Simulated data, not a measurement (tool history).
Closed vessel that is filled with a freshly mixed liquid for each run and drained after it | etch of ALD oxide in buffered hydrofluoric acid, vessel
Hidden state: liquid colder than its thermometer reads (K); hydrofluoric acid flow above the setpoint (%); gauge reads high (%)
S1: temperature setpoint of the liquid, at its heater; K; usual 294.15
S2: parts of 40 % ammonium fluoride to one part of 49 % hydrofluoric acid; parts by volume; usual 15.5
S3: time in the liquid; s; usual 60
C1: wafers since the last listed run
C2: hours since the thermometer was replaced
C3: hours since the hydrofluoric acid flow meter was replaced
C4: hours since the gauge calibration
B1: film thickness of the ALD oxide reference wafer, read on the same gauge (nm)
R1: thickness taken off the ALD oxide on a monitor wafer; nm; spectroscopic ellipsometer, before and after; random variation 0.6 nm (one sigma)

Run 1, hour 0.0: usual settings; C1 0; C2 1540.1; C3 99.8; C4 430.3; B1 89.98. Result: R1 82.52 nm.
Run 2, hour 45.5: usual settings; C1 6183; C2 1585.6; C3 145.3; C4 475.8; B1 89.95. Result: R1 81.42 nm.
Run 3, hour 78.6: usual settings; C1 4498; C2 1618.7; C3 178.4; C4 508.9; B1 90.03. Result: R1 83.00 nm.
Run 4, hour 149.5: usual settings; C1 9635; C2 1689.6; C3 249.3; C4 579.8; B1 90.00. Result: R1 82.09 nm.
Run 5, hour 208.7: usual settings but S2 19.5 parts by volume; C1 8045; C2 1748.8; C3 308.5; C4 639.0; B1 89.99. Result: R1 64.42 nm.
At hour 252.0: thermometer replaced.
At hour 343.5: hydrofluoric acid flow meter replaced.
Run 6, hour 416.0: usual settings but S2 19.5 parts by volume; C1 27900; C2 164.0; C3 72.5; C4 846.3; B1 90.00. Result: R1 73.40 nm.
At hour 451.8: gauge calibrated.
Run 7, hour 454.9: usual settings but S1 290.15 K; C1 5286; C2 202.9; C3 111.4; C4 3.1; B1 89.97. Result: R1 73.89 nm.
Run 8, hour 482.3: usual settings but S1 290.65 K, S2 13.0 parts by volume, S3 30 s; C1 3723; C2 230.3; C3 138.8; C4 30.5; B1 90.02. Result: R1 44.38 nm.
Run 9, hour 522.4: usual settings but S1 291.15 K, S3 40 s; C1 5449; C2 270.4; C3 178.9; C4 70.6; B1 90.04. Result: R1 51.22 nm.
Run 10, hour 572.9: usual settings but S2 20.5 parts by volume; C1 6862; C2 320.9; C3 229.4; C4 121.1; B1 89.99. Result: R1 69.01 nm.
Run 11, hour 607.6: usual settings but S1 298.65 K, S3 70 s; C1 4715; C2 355.6; C3 264.1; C4 155.8; B1 90.06. Result: R1 135.15 nm.
Run 12, hour 646.6: usual settings but S2 18.0 parts by volume, S3 85 s; C1 5300; C2 394.6; C3 303.1; C4 194.8; B1 89.95. Result: R1 109.84 nm.
Run 13, hour 712.0: usual settings; C1 8887; C2 460.0; C3 368.5; C4 260.2; B1 90.00. Result: R1 90.16 nm.
At hour 758.1: hydrofluoric acid flow meter replaced.
Run 14, hour 758.6: usual settings; C1 6196; C2 506.6; C3 0.5; C4 306.8; B1 89.97. Result: R1 90.10 nm.
Run 15, hour 806.9: usual settings; C1 6563; C2 554.9; C3 48.8; C4 355.1; B1 90.01. Result: R1 89.28 nm.

What the log doesn't show, run by run:
hydrofluoric acid flow above the setpoint (%): 0 in every run
gauge reads high (%): 0 in every run
H1: liquid colder than its thermometer reads (K)
run     H1
  1   2.36
  2   2.42
  3   2.47
  4   2.56
  5   2.64
  6  0.549
  7    0.6
  8  0.637
  9   0.69
 10  0.756
 11  0.802
 12  0.854
 13   0.94
 14      1
 15   1.07

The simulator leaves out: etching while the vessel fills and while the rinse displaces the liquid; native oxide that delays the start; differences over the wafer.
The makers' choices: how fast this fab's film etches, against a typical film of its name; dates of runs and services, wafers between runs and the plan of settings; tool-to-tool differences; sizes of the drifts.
